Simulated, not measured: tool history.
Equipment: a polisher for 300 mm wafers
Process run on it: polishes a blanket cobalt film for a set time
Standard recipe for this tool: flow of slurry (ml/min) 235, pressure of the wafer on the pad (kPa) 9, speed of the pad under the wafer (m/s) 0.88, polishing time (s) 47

| run | hour | flow of slurry (ml/min) | pressure of the wafer on the pad (kPa) | speed of the pad under the wafer (m/s) | polishing time (s) | wafers since the last listed run | wafers polished on this pad | hours since the slurry nozzle was cleaned | hours since the head pressure was calibrated | incoming thickness of the incoming film, nm | film removed (Å) |
|---|---|---|---|---|---|---|---|---|---|---|---|
| 1 | 0 | 280 | 9 | 0.88 | 47 | 0 | 2545 | 105.6 | 521.2 | 1115.2 | 1410 |
| 2 | 95.8 | 235 | 9 | 0.88 | 47 | 809 | 3354 | 201.4 | 617 | 1090.1 | 1355 |
| 3 | 139.9 | 235 | 9 | 0.88 | 47 | 372 | 3727 | 245.5 | 661.1 | 1095.6 | 1347 |
|  | 174.6 | worn pad replaced by a new one |
| 4 | 204.8 | 235 | 9 | 0.88 | 47 | 514 | 255 | 310.4 | 726 | 1091.7 | 1339 |
| 5 | 397.9 | 235 | 9 | 0.88 | 47 | 1631 | 1887 | 503.5 | 919.1 | 1098.9 | 1322 |
|  | 428.1 | slurry nozzle cleaned |
| 6 | 490.8 | 235 | 9 | 0.88 | 47 | 776 | 2663 | 62.7 | 1012 | 1115.5 | 1418 |
| 7 | 539.5 | 235 | 9 | 0.88 | 47 | 411 | 3075 | 111.4 | 1060.7 | 1109.5 | 1392 |
|  | 583.7 | head pressure recalibrated |
|  | 604.8 | worn pad replaced by a new one, of another model than before |
| 8 | 609.4 | 235 | 6.9 | 0.7 | 47 | 539 | 38 | 181.3 | 25.7 | 1112.3 | 931 |
| 9 | 708.9 | 235 | 6.9 | 0.7 | 47 | 840 | 879 | 280.8 | 125.2 | 1097.2 | 900 |
| 10 | 747.2 | 235 | 6.9 | 0.7 | 47 | 323 | 1203 | 319.1 | 163.5 | 1109.2 | 876 |
| 11 | 823.7 | 235 | 9 | 0.88 | 41 | 646 | 1849 | 395.6 | 240 | 1109.7 | 1036 |
|  | 887.6 | slurry nozzle cleaned |
| 12 | 926 | 235 | 9 | 0.88 | 41 | 855 | 2705 | 38.4 | 342.3 | 1105.2 | 1225 |
| 13 | 982.4 | 235 | 9 | 0.88 | 47 | 476 | 3182 | 94.8 | 398.7 | 1108.4 | 1371 |
| 14 | 1043.3 | 235 | 9 | 0.88 | 47 | 514 | 3696 | 155.7 | 459.6 | 1112.7 | 1338 |
|  | 1084.1 | worn pad replaced by a new one |
| 15 | 1099.3 | 205 | 10.3 | 0.88 | 47 | 439 | 128 | 211.7 | 515.6 | 1094.5 | 1337 |
| 16 | 1205 | 235 | 9 | 0.88 | 33 | 893 | 1021 | 317.4 | 621.3 | 1110 | 869 |
| 17 | 1486.4 | 285 | 9 | 0.88 | 59 | 2377 | 3399 | 598.8 | 902.7 | 1108 | 1570 |
|  | 1491.5 | slurry nozzle cleaned |
|  | 1544.2 | worn pad replaced by a new one |
| 18 | 1575.3 | 185 | 9 | 0.98 | 40 | 708 | 262 | 83.8 | 991.6 | 1104.6 | 1158 |
|  | 1587.4 | head pressure recalibrated |
| 19 | 1655.4 | 235 | 9 | 0.88 | 53 | 659 | 922 | 163.9 | 68 | 1127.4 | 1488 |
| 20 | 1715.4 | 235 | 11.7 | 0.88 | 47 | 506 | 1429 | 223.9 | 128 | 1112.5 | 1527 |
| 21 | 1778.1 | 235 | 11.7 | 0.88 | 61 | 529 | 1959 | 286.6 | 190.7 | 1133.9 | 1925 |
| 22 | 1883.4 | 235 | 9 | 0.88 | 47 | 889 | 2849 | 391.9 | 296 | 1091.5 | 1179 |
| 23 | 1965.8 | 170 | 9 | 0.88 | 62 | 696 | 3545 | 474.3 | 378.4 | 1104.6 | 1196 |
|  | 2013.3 | slurry nozzle cleaned |
| 24 | 2028.5 | 235 | 9 | 1 | 47 | 521 | 4066 | 15.2 | 441.1 | 1101.6 | 1571 |
|  | 2074.9 | worn pad replaced by a new one |
| 25 | 2107.2 | 235 | 9 | 0.88 | 47 | 631 | 273 | 93.9 | 519.8 | 1128.2 | 1361 |
| 26 | 2203.2 | 185 | 11.7 | 0.88 | 40 | 811 | 1084 | 189.9 | 615.8 | 1112.6 | 1182 |
| 27 | 2273.3 | 200 | 9 | 0.78 | 47 | 592 | 1676 | 260 | 685.9 | 1088.9 | 1083 |
| 28 | 2355.3 | 235 | 9 | 0.78 | 56 | 692 | 2369 | 342 | 767.9 | 1129 | 1323 |

Forecast each of these 3 alternatives for the next run:
| A | 2355.7 | 235 | 9 | 0.88 | 47 | 3 | 2373 | 342.4 | 768.3 | 1095.4 | ? |
| B | 2355.7 | 310 | 10.3 | 1.1 | 47 | 3 | 2373 | 342.4 | 768.3 | 1095.4 | ? |
| C | 2355.7 | 235 | 7.6 | 0.8 | 47 | 3 | 2373 | 342.4 | 768.3 | 1095.4 | ? |

| run | film removed (Å) |
|---|---|
| A | 1216 |
| B | 1733 |
| C | 1022 |
Had the tool no hidden state, the same runs would have come out as:
| run | film removed (Å) |
|---|---|
| A | 1424 |
| B | 1929 |
| C | 1197 |
